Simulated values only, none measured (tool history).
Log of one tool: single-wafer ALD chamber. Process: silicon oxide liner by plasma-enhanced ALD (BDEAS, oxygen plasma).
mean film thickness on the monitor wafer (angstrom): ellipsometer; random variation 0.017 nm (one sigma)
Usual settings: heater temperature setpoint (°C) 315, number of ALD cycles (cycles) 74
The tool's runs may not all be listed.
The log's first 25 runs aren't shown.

run	hour	heater temperature setpoint (°C)	number of ALD cycles (cycles)	read-back reference wafer on the same gauge, thickness_nm	mean film thickness on the monitor wafer (angstrom)
26	328.5	315	70	5.555	65.57
27	340.6	326	61	5.554	55.66
28	353.5	300	83	5.554	79.79
29	368.7	319	67	5.560	62.32
30	378.1	323	78	5.559	71.99
31	389.6	321	85	5.560	78.99
32	406.9	315	74	5.557	69.42
33	423.8	315	65	5.562	60.66
34	430.6	301	70	5.563	66.93
35	441.6	311	74	5.565	69.35
36	450.8	322	84	5.570	77.82
37	464.4	315	74	5.565	69.13
38	475.8	310	74	5.571	70.02
# hour 498.2: thermocouple changed; heater temperature recalibrated
39	498.7	315	74	5.570	69.34
40	499.6	315	63	5.571	59.19
41	511.1	315	84	5.578	78.77
42	522.1	315	74	5.578	69.36
43	533.9	315	74	5.583	69.56
44	543.7	302	81	5.582	77.52
45	561.4	310	67	5.589	63.44
46	575.9	301	64	5.591	61.61
47	589.9	315	74	5.594	69.56
48	624.1	315	74	5.599	69.67

3 ways to go on from here, each from the tool as it stands after run 48. What would each give?
A	624.6	315	74	?	?
B	624.6	304	74	?	?
C	624.6	306	83	?	?

run	read-back reference wafer on the same gauge, thickness_nm	mean film thickness on the monitor wafer (angstrom)
A	5.600	69.88
B	5.600	71.10
C	5.600	79.50
Without the tool's hidden state the same runs would have given:
run	mean film thickness on the monitor wafer (angstrom)
A	69.26
B	70.47
C	78.79
